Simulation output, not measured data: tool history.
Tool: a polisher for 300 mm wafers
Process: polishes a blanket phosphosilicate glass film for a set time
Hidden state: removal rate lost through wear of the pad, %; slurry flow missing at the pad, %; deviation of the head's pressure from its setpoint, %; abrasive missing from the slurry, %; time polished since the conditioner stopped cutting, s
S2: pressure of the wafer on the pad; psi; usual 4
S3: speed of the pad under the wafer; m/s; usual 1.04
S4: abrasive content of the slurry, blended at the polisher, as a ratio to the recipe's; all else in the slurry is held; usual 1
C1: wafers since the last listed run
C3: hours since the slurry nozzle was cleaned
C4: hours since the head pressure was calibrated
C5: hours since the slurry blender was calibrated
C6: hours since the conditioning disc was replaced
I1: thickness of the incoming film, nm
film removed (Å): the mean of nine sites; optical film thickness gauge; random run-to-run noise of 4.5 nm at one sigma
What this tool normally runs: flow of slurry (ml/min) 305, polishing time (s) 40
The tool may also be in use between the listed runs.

{"run": 1, "hour": 0.0, "flow of slurry (ml/min)": 305, "S2": 4, "S3": 1.12, "S4": 1, "polishing time (s)": 40, "C1": 0, "wafers polished on this pad": 155, "C3": 677.9, "C4": 379.9, "C5": 121.8, "C6": 97.3, "I1": 2905.6, "film removed (Å)": 4847}
{"run": 2, "hour": 33.8, "flow of slurry (ml/min)": 305, "S2": 4, "S3": 1.04, "S4": 1, "polishing time (s)": 40, "C1": 322, "wafers polished on this pad": 478, "C3": 711.7, "C4": 413.7, "C5": 155.6, "C6": 131.1, "I1": 2878.4, "film removed (Å)": 4630}
{"run": 3, "hour": 50.6, "flow of slurry (ml/min)": 305, "S2": 3.6, "S3": 1.04, "S4": 1, "polishing time (s)": 40, "C1": 160, "wafers polished on this pad": 638, "C3": 728.5, "C4": 430.5, "C5": 172.4, "C6": 147.9, "I1": 2904.3, "film removed (Å)": 4205}
{"run": 4, "hour": 66.2, "flow of slurry (ml/min)": 305, "S2": 3.6, "S3": 1.04, "S4": 1, "polishing time (s)": 40, "C1": 148, "wafers polished on this pad": 787, "C3": 744.1, "C4": 446.1, "C5": 188, "C6": 163.5, "I1": 2933, "film removed (Å)": 4298}
{"hour": 153.0, "done": "worn pad replaced by a new one"}
{"run": 5, "hour": 158.4, "flow of slurry (ml/min)": 305, "S2": 3.6, "S3": 1.04, "S4": 1, "polishing time (s)": 40, "C1": 841, "wafers polished on this pad": 51, "C3": 836.3, "C4": 538.3, "C5": 280.2, "C6": 255.7, "I1": 2918.4, "film removed (Å)": 4210}
{"hour": 161.2, "done": "slurry nozzle cleaned"}
{"run": 6, "hour": 173.2, "flow of slurry (ml/min)": 305, "S2": 4, "S3": 1.04, "S4": 1, "polishing time (s)": 40, "C1": 131, "wafers polished on this pad": 183, "C3": 12, "C4": 553.1, "C5": 295, "C6": 270.5, "I1": 2861.4, "film removed (Å)": 4828}
{"hour": 210.2, "done": "slurry blender recalibrated"}
{"run": 7, "hour": 249.0, "flow of slurry (ml/min)": 305, "S2": 4, "S3": 1.04, "S4": 1, "polishing time (s)": 40, "C1": 704, "wafers polished on this pad": 887, "C3": 87.8, "C4": 628.9, "C5": 38.8, "C6": 346.3, "I1": 2877.9, "film removed (Å)": 4776}
{"run": 8, "hour": 282.8, "flow of slurry (ml/min)": 305, "S2": 3.1, "S3": 1.04, "S4": 1, "polishing time (s)": 40, "C1": 322, "wafers polished on this pad": 1210, "C3": 121.6, "C4": 662.7, "C5": 72.6, "C6": 380.1, "I1": 2901.6, "film removed (Å)": 3850}
{"hour": 294.2, "done": "worn pad replaced by a new one"}
{"run": 9, "hour": 318.1, "flow of slurry (ml/min)": 305, "S2": 3.1, "S3": 1.04, "S4": 1, "polishing time (s)": 40, "C1": 298, "wafers polished on this pad": 227, "C3": 156.9, "C4": 698, "C5": 107.9, "C6": 415.4, "I1": 2922.3, "film removed (Å)": 3834}
{"hour": 321.9, "done": "conditioning disc replaced and pad reconditioned"}
{"run": 10, "hour": 336.7, "flow of slurry (ml/min)": 385, "S2": 4, "S3": 1.34, "S4": 1, "polishing time (s)": 40, "C1": 158, "wafers polished on this pad": 386, "C3": 175.5, "C4": 716.6, "C5": 126.5, "C6": 14.8, "I1": 2905.4, "film removed (Å)": 5731}
{"run": 11, "hour": 362.0, "flow of slurry (ml/min)": 305, "S2": 4, "S3": 1.04, "S4": 1, "polishing time (s)": 47, "C1": 241, "wafers polished on this pad": 627, "C3": 200.8, "C4": 741.9, "C5": 151.8, "C6": 40.1, "I1": 2930.3, "film removed (Å)": 5609}
{"run": 12, "hour": 393.9, "flow of slurry (ml/min)": 305, "S2": 4, "S3": 1.04, "S4": 1, "polishing time (s)": 36, "C1": 304, "wafers polished on this pad": 932, "C3": 232.7, "C4": 773.8, "C5": 183.7, "C6": 72, "I1": 2898.5, "film removed (Å)": 4211}
{"run": 13, "hour": 425.7, "flow of slurry (ml/min)": 305, "S2": 4, "S3": 0.78, "S4": 0.8, "polishing time (s)": 53, "C1": 303, "wafers polished on this pad": 1235, "C3": 264.5, "C4": 805.6, "C5": 215.5, "C6": 103.8, "I1": 2884, "film removed (Å)": 4344}
{"hour": 429.8, "done": "head pressure recalibrated"}
{"run": 14, "hour": 442.9, "flow of slurry (ml/min)": 410, "S2": 2.8, "S3": 1.14, "S4": 1.2, "polishing time (s)": 40, "C1": 145, "wafers polished on this pad": 1380, "C3": 281.7, "C4": 13.1, "C5": 232.7, "C6": 121, "I1": 2927.2, "film removed (Å)": 4286}
{"hour": 473.7, "done": "worn pad replaced by a new one"}
{"run": 15, "hour": 474.2, "flow of slurry (ml/min)": 305, "S2": 4, "S3": 1.26, "S4": 1.25, "polishing time (s)": 40, "C1": 260, "wafers polished on this pad": 4, "C3": 313, "C4": 44.4, "C5": 264, "C6": 152.3, "I1": 2912.6, "film removed (Å)": 6154}
{"run": 16, "hour": 494.0, "flow of slurry (ml/min)": 305, "S2": 4, "S3": 1.04, "S4": 1, "polishing time (s)": 40, "C1": 188, "wafers polished on this pad": 193, "C3": 332.8, "C4": 64.2, "C5": 283.8, "C6": 172.1, "I1": 2866.3, "film removed (Å)": 4759}
{"run": 17, "hour": 526.5, "flow of slurry (ml/min)": 305, "S2": 4, "S3": 1.04, "S4": 1.25, "polishing time (s)": 35, "C1": 310, "wafers polished on this pad": 503, "C3": 365.3, "C4": 96.7, "C5": 316.3, "C6": 204.6, "I1": 2906.5, "film removed (Å)": 4663}
{"run": 18, "hour": 541.2, "flow of slurry (ml/min)": 305, "S2": 4, "S3": 1.04, "S4": 1, "polishing time (s)": 40, "C1": 140, "wafers polished on this pad": 644, "C3": 380, "C4": 111.4, "C5": 331, "C6": 219.3, "I1": 2913.7, "film removed (Å)": 4790}
{"run": 19, "hour": 559.0, "flow of slurry (ml/min)": 390, "S2": 4, "S3": 0.78, "S4": 1, "polishing time (s)": 34, "C1": 169, "wafers polished on this pad": 813, "C3": 397.8, "C4": 129.2, "C5": 348.8, "C6": 237.1, "I1": 2909.3, "film removed (Å)": 3431}
{"run": 20, "hour": 572.0, "flow of slurry (ml/min)": 305, "S2": 4, "S3": 1.04, "S4": 1, "polishing time (s)": 40, "C1": 124, "wafers polished on this pad": 938, "C3": 410.8, "C4": 142.2, "C5": 361.8, "C6": 250.1, "I1": 2909.5, "film removed (Å)": 4688}
{"run": 21, "hour": 597.4, "flow of slurry (ml/min)": 305, "S2": 4.8, "S3": 1.36, "S4": 1, "polishing time (s)": 47, "C1": 242, "wafers polished on this pad": 1180, "C3": 436.2, "C4": 167.6, "C5": 387.2, "C6": 275.5, "I1": 2879.7, "film removed (Å)": 7679}
{"run": 22, "hour": 614.1, "flow of slurry (ml/min)": 305, "S2": 4, "S3": 1.04, "S4": 1, "polishing time (s)": 40, "C1": 159, "wafers polished on this pad": 1339, "C3": 452.9, "C4": 184.3, "C5": 403.9, "C6": 292.2, "I1": 2902.5, "film removed (Å)": 4664}
{"hour": 626.4, "done": "slurry blender recalibrated"}
{"run": 23, "hour": 642.8, "flow of slurry (ml/min)": 305, "S2": 4, "S3": 1.04, "S4": 1, "polishing time (s)": 40, "C1": 254, "wafers polished on this pad": 1594, "C3": 481.6, "C4": 213, "C5": 16.4, "C6": 320.9, "I1": 2882.7, "film removed (Å)": 4690}
{"hour": 653.2, "done": "worn pad replaced by a new one"}
{"run": 24, "hour": 659.6, "flow of slurry (ml/min)": 355, "S2": 4.5, "S3": 1.04, "S4": 1, "polishing time (s)": 40, "C1": 122, "wafers polished on this pad": 61, "C3": 498.4, "C4": 229.8, "C5": 33.2, "C6": 337.7, "I1": 2881.8, "film removed (Å)": 5276}
{"run": 25, "hour": 690.0, "flow of slurry (ml/min)": 305, "S2": 4, "S3": 0.78, "S4": 1, "polishing time (s)": 34, "C1": 290, "wafers polished on this pad": 351, "C3": 528.8, "C4": 260.2, "C5": 63.6, "C6": 368.1, "I1": 2902.2, "film removed (Å)": 3318}

Hidden state, per run?
removal rate lost through wear of the pad, %: 0 at every run
deviation of the head's pressure from its setpoint, %: 0 at every run
abrasive missing from the slurry, %: 0 at every run
time polished since the conditioner stopped cutting, s: 0 at every run
H1: slurry flow missing at the pad, %
run=1 H1=37
run=2 H1=38.6
run=3 H1=39.4
run=4 H1=40.2
run=5 H1=44.7
run=6 H1=4.77
run=7 H1=8.46
run=8 H1=10.1
run=9 H1=11.8
run=10 H1=12.7
run=11 H1=14
run=12 H1=15.5
run=13 H1=17.1
run=14 H1=17.9
run=15 H1=19.4
run=16 H1=20.4
run=17 H1=22
run=18 H1=22.7
run=19 H1=23.5
run=20 H1=24.2
run=21 H1=25.4
run=22 H1=26.2
run=23 H1=27.6
run=24 H1=28.4
run=25 H1=29.9
